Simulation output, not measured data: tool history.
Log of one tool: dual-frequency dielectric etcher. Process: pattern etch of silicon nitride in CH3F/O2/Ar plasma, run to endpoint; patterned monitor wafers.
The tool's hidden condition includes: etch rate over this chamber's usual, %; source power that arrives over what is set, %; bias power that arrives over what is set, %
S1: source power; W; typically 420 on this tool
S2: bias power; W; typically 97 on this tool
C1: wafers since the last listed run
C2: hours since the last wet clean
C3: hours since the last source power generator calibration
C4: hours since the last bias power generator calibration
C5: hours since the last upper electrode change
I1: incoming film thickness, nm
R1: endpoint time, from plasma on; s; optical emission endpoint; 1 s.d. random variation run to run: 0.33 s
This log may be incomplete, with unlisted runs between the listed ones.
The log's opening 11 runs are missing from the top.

Run 12, hour 242.7: usual settings; C1 407; C2 406.8; C3 1892.1; C4 2919.5; C5 2118.2; I1 29.35. Result: R1 39.5 s.
Run 13, hour 259: usual settings but S1 370 W, S2 113 W; C1 249; C2 423.1; C3 1908.4; C4 2935.8; C5 2134.5; I1 30.02. Result: R1 38.8 s.
Run 14, hour 294.1: usual settings but S2 90 W; C1 538; C2 458.2; C3 1943.5; C4 2970.9; C5 2169.6; I1 29.79. Result: R1 41.6 s.
At hour 329.6: upper electrode replaced.
Run 15, hour 330.1: usual settings but S2 90 W; C1 184; C2 494.2; C3 1979.5; C4 3006.9; C5 0.5; I1 29.87. Result: R1 41.6 s.
Run 16, hour 350.1: usual settings but S2 90 W; C1 306; C2 514.2; C3 1999.5; C4 3026.9; C5 20.5; I1 29.81. Result: R1 41.7 s.
Run 17, hour 377.3: usual settings; C1 417; C2 541.4; C3 2026.7; C4 3054.1; C5 47.7; I1 29.97. Result: R1 40.3 s.
Run 18, hour 407.5: usual settings but S1 390 W, S2 112 W; C1 463; C2 571.6; C3 2056.9; C4 3084.3; C5 77.9; I1 29.52. Result: R1 37.1 s.
At hour 418.6: bias power generator calibrated.
At hour 451.8: wet clean of the chamber.
Run 19, hour 452.3: usual settings but S1 360 W, S2 90 W; C1 257; C2 0.5; C3 2101.7; C4 33.7; C5 122.7; I1 29.99. Result: R1 43.6 s.
Run 20, hour 470: usual settings but S1 380 W, S2 116 W; C1 271; C2 18.2; C3 2119.4; C4 51.4; C5 140.4; I1 29.84. Result: R1 37.6 s.
At hour 491.9: source power generator calibrated.
Run 21, hour 499.3: usual settings but S1 340 W, S2 86 W; C1 388; C2 47.5; C3 7.4; C4 80.7; C5 169.7; I1 29.99. Result: R1 44.9 s.
Run 22, hour 514.7: usual settings but S1 330 W, S2 117 W; C1 236; C2 62.9; C3 22.8; C4 96.1; C5 185.1; I1 29.88. Result: R1 38.1 s.
Run 23, hour 532.8: usual settings but S1 380 W, S2 75 W; C1 277; C2 81; C3 40.9; C4 114.2; C5 203.2; I1 30.06. Result: R1 49.1 s.
Run 24, hour 631.5: usual settings but S1 460 W, S2 90 W; C1 1513; C2 179.7; C3 139.6; C4 212.9; C5 301.9; I1 29.98. Result: R1 41.6 s.
Run 25, hour 652.4: usual settings; C1 320; C2 200.6; C3 160.5; C4 233.8; C5 322.8; I1 29.98. Result: R1 40.4 s.
Run 26, hour 668.5: usual settings but S1 500 W, S2 78 W; C1 246; C2 216.7; C3 176.6; C4 249.9; C5 338.9; I1 29.85. Result: R1 44.3 s.
Run 27, hour 702.3: usual settings but S2 88 W; C1 518; C2 250.5; C3 210.4; C4 283.7; C5 372.7; I1 29.78. Result: R1 42.6 s.
Run 28, hour 724: usual settings; C1 332; C2 272.2; C3 232.1; C4 305.4; C5 394.4; I1 29.8. Result: R1 40.3 s.
Run 29, hour 748.2: usual settings; C1 371; C2 296.4; C3 256.3; C4 329.6; C5 418.6; I1 30.04. Result: R1 39.8 s.
Run 30, hour 767.8: usual settings but S1 470 W, S2 88 W; C1 300; C2 316; C3 275.9; C4 349.2; C5 438.2; I1 29.44. Result: R1 41.5 s.
Run 31, hour 815.2: usual settings but S1 350 W, S2 91 W; C1 726; C2 363.4; C3 323.3; C4 396.6; C5 485.6; I1 29.89. Result: R1 44 s.
Run 32, hour 842.5: usual settings but S1 460 W, S2 107 W; C1 418; C2 390.7; C3 350.6; C4 423.9; C5 512.9; I1 30.3. Result: R1 37.5 s.

Forecast each of these 3 alternatives for the next run:
Run A, hour 842.9: usual settings but S1 390 W; C1 6; C2 391.1; C3 351; C4 424.3; C5 513.3; I1 30.02. Result: R1 ?.
Run B, hour 842.9: usual settings but S1 330 W, S2 110 W; C1 6; C2 391.1; C3 351; C4 424.3; C5 513.3; I1 30.02. Result: R1 ?.
Run C, hour 842.9: usual settings but S1 480 W, S2 105 W; C1 6; C2 391.1; C3 351; C4 424.3; C5 513.3; I1 30.02. Result: R1 ?.

run    R1
  A    41
  B  39.4
  C  37.5
What these runs would have given with no unlogged condition in the tool:
run    R1
  A    41
  B  39.4
  C  37.5
